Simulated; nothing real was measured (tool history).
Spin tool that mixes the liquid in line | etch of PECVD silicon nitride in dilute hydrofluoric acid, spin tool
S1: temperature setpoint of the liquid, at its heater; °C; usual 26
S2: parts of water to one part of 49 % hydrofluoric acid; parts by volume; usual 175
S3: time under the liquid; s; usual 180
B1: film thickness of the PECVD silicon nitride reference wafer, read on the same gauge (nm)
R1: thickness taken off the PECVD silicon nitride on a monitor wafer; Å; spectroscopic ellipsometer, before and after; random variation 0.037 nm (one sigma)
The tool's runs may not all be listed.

| run | hour | S1 | S2 | S3 | B1 | R1 |
|---|---|---|---|---|---|---|
| 1 | 0 | 26 | 175 | 180 | 70 | 57.2 |
| 2 | 24.6 | 26 | 175 | 180 | 70 | 56.8 |
| 3 | 55.9 | 26 | 175 | 180 | 70.01 | 57 |
| 4 | 85.7 | 30 | 175 | 180 | 70.03 | 72 |
| 5 | 120.8 | 26 | 175 | 125 | 69.99 | 39.5 |
| 6 | 153.4 | 26 | 175 | 180 | 69.97 | 56.6 |
|  | 170 | thermometer replaced |
| 7 | 182.4 | 26 | 175 | 180 | 70.02 | 59.7 |
| 8 | 209.9 | 26 | 175 | 180 | 69.99 | 59.4 |
| 9 | 245.5 | 26 | 175 | 180 | 70.04 | 59.1 |
| 10 | 257.9 | 26 | 175 | 180 | 69.99 | 59.3 |
| 11 | 291.7 | 26 | 175 | 180 | 70 | 59.1 |
|  | 311.6 | hydrofluoric acid flow meter replaced |
| 12 | 332.3 | 24 | 120 | 100 | 70.02 | 44 |
| 13 | 362.9 | 27.5 | 175 | 180 | 70.01 | 66.9 |
| 14 | 397 | 21 | 245 | 180 | 70 | 32.5 |
| 15 | 426.1 | 26 | 175 | 180 | 69.97 | 61.2 |
| 16 | 439.3 | 24.5 | 175 | 120 | 70 | 37.1 |
| 17 | 459.9 | 26 | 175 | 180 | 70 | 60.4 |
| 18 | 489.2 | 23.5 | 175 | 275 | 70 | 79.1 |
|  | 509.5 | gauge calibrated |
| 19 | 513.4 | 29 | 175 | 180 | 70.02 | 73.7 |
| 20 | 530.9 | 26 | 175 | 245 | 70.03 | 81.7 |
| 21 | 553.7 | 26 | 210 | 180 | 69.97 | 50.5 |
| 22 | 577 | 26 | 175 | 180 | 70 | 60.9 |
| 23 | 606.4 | 26 | 175 | 180 | 70 | 59.4 |
| 24 | 640.9 | 26 | 175 | 180 | 70.02 | 59.9 |
| 25 | 667.6 | 26 | 175 | 135 | 69.98 | 44.4 |
| 26 | 686.7 | 24.5 | 250 | 105 | 70 | 22.3 |
| 27 | 700.7 | 28.5 | 105 | 180 | 70.01 | 115.6 |
| 28 | 720.7 | 26 | 175 | 180 | 70.01 | 59.4 |
| 29 | 805.4 | 26 | 175 | 120 | 69.99 | 39.2 |
| 30 | 861.6 | 29 | 140 | 180 | 70 | 87.8 |
| 31 | 895 | 29 | 175 | 225 | 69.98 | 88.4 |
| 32 | 920.7 | 29.5 | 85 | 125 | 70 | 102.2 |
| 33 | 954.9 | 26 | 105 | 180 | 70 | 96.4 |

4 ways to go on from here, each from the tool as it stands after run 33. What would each give?
| A | 955.4 | 26 | 85 | 180 | ? | ? |
| B | 955.4 | 24.5 | 145 | 180 | ? | ? |
| C | 955.4 | 22.5 | 175 | 180 | ? | ? |
| D | 955.4 | 29 | 240 | 250 | ? | ? |

| run | B1 | R1 |
|---|---|---|
| A | 70.02 | 117.4 |
| B | 70.02 | 62.8 |
| C | 70.02 | 45.8 |
| D | 70.02 | 69.6 |
Without the tool's hidden state the same runs would have given:
| run | R1 |
|---|---|
| A | 130 |
| B | 69.5 |
| C | 50.7 |
| D | 76.9 |

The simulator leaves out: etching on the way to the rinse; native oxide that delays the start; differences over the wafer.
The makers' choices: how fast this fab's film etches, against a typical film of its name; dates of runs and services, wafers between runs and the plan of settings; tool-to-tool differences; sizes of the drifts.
